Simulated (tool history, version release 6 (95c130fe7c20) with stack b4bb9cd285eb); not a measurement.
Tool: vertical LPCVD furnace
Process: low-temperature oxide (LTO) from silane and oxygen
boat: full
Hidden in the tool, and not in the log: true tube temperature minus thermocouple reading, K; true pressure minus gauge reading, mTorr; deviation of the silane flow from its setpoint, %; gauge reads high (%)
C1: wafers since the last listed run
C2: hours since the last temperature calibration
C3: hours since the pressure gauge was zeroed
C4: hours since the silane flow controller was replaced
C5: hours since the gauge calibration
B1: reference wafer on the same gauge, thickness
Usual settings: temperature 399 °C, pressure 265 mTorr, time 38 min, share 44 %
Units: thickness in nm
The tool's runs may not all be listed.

run 1 hour=0 | temperature=399 pressure=265 time=38 share=44 | C1=0 C2=763.1 C3=1961.2 C4=5810.2 C5=1104.9 | B1=456.6 | thickness=472.45
run 2 hour=62.5 | temperature=399 pressure=265 time=38 share=44 | C1=504 C2=825.6 C3=2023.7 C4=5872.7 C5=1167.4 | B1=456.9 | thickness=471.76
run 3 hour=135.1 | temperature=399 pressure=265 time=38 share=44 | C1=585 C2=898.2 C3=2096.3 C4=5945.3 C5=1240 | B1=457.77 | thickness=472.61
run 4 hour=175.9 | temperature=399 pressure=265 time=38 share=44 | C1=329 C2=939 C3=2137.1 C4=5986.1 C5=1280.8 | B1=457.41 | thickness=469.63
run 5 hour=249.2 | temperature=403 pressure=265 time=30.5 share=44 | C1=591 C2=1012.3 C3=2210.4 C4=6059.4 C5=1354.1 | B1=456.92 | thickness=395.72
run 6 hour=324.1 | temperature=403 pressure=265 time=30.5 share=44 | C1=604 C2=1087.2 C3=2285.3 C4=6134.3 C5=1429 | B1=456.94 | thickness=396.66
run 7 hour=417.1 | temperature=399 pressure=265 time=38 share=38 | C1=750 C2=1180.2 C3=2378.3 C4=6227.3 C5=1522 | B1=456.09 | thickness=398.29
-- hour=458.4 gauge calibrated
run 8 hour=476.6 | temperature=399 pressure=265 time=38 share=38 | C1=479 C2=1239.7 C3=2437.8 C4=6286.8 C5=18.2 | B1=457.01 | thickness=397.1
-- hour=565.3 silane flow controller replaced
run 9 hour=573.7 | temperature=399 pressure=265 time=38 share=38 | C1=589 C2=1336.8 C3=2534.9 C4=8.4 C5=115.3 | B1=457.54 | thickness=398.8
run 10 hour=622.8 | temperature=399 pressure=300 time=38 share=44 | C1=396 C2=1385.9 C3=2584 C4=57.5 C5=164.4 | B1=457.55 | thickness=531.94
run 11 hour=664.2 | temperature=411 pressure=290 time=38 share=44 | C1=333 C2=1427.3 C3=2625.4 C4=98.9 C5=205.8 | B1=456.85 | thickness=586.42
run 12 hour=744.2 | temperature=399 pressure=265 time=45 share=44 | C1=645 C2=1507.3 C3=2705.4 C4=178.9 C5=285.8 | B1=457.41 | thickness=559.96
-- hour=801.4 pressure gauge zeroed
run 13 hour=801.9 | temperature=399 pressure=265 time=38 share=49 | C1=271 C2=1565 C3=0.5 C4=236.6 C5=343.5 | B1=456.6 | thickness=524.44
run 14 hour=870 | temperature=399 pressure=265 time=38 share=44 | C1=549 C2=1633.1 C3=68.6 C4=304.7 C5=411.6 | B1=456.87 | thickness=471.64
run 15 hour=957.3 | temperature=399 pressure=265 time=38 share=44 | C1=704 C2=1720.4 C3=155.9 C4=392 C5=498.9 | B1=457.23 | thickness=470.19
-- hour=1003.4 thermocouples replaced and temperature profile calibrated
run 16 hour=1027.3 | temperature=408 pressure=265 time=38 share=44 | C1=371 C2=23.9 C3=225.9 C4=462 C5=568.9 | B1=456.78 | thickness=521.48
run 17 hour=1130.8 | temperature=399 pressure=265 time=38 share=44 | C1=834 C2=127.4 C3=329.4 C4=565.5 C5=672.4 | B1=457.37 | thickness=473.14
run 18 hour=1180.1 | temperature=399 pressure=265 time=38 share=47 | C1=397 C2=176.7 C3=378.7 C4=614.8 C5=721.7 | B1=456.47 | thickness=500.34
run 19 hour=1249.9 | temperature=399 pressure=265 time=50 share=44 | C1=563 C2=246.5 C3=448.5 C4=684.6 C5=791.5 | B1=456.43 | thickness=622.3
run 20 hour=1341.4 | temperature=399 pressure=265 time=38 share=44 | C1=738 C2=338 C3=540 C4=776.1 C5=883 | B1=457.35 | thickness=474.63

5 ways to go on from here, each from the tool as it stands after run 20. What would each give?
run A hour=1346.8 | temperature=399 pressure=265 time=38 share=44 | C1=43 C2=343.4 C3=545.4 C4=781.5 C5=888.4 | B1=? | thickness=?
run B hour=1346.8 | temperature=399 pressure=235 time=47.5 share=44 | C1=43 C2=343.4 C3=545.4 C4=781.5 C5=888.4 | B1=? | thickness=?
run C hour=1346.8 | temperature=404 pressure=220 time=43.5 share=41 | C1=43 C2=343.4 C3=545.4 C4=781.5 C5=888.4 | B1=? | thickness=?
run D hour=1346.8 | temperature=399 pressure=265 time=38 share=37 | C1=43 C2=343.4 C3=545.4 C4=781.5 C5=888.4 | B1=? | thickness=?
run E hour=1346.8 | temperature=390 pressure=280 time=50.5 share=48 | C1=43 C2=343.4 C3=545.4 C4=781.5 C5=888.4 | B1=? | thickness=?

run=A B1=457.59 thickness=470.33
run=B B1=457.59 thickness=521.36
run=C B1=457.59 thickness=436.27
run=D B1=457.59 thickness=383.39
run=E B1=457.59 thickness=654.42
Without the tool's hidden state the same runs would have given:
run=A thickness=470.33
run=B thickness=521.36
run=C thickness=436.27
run=D thickness=383.39
run=E thickness=654.42

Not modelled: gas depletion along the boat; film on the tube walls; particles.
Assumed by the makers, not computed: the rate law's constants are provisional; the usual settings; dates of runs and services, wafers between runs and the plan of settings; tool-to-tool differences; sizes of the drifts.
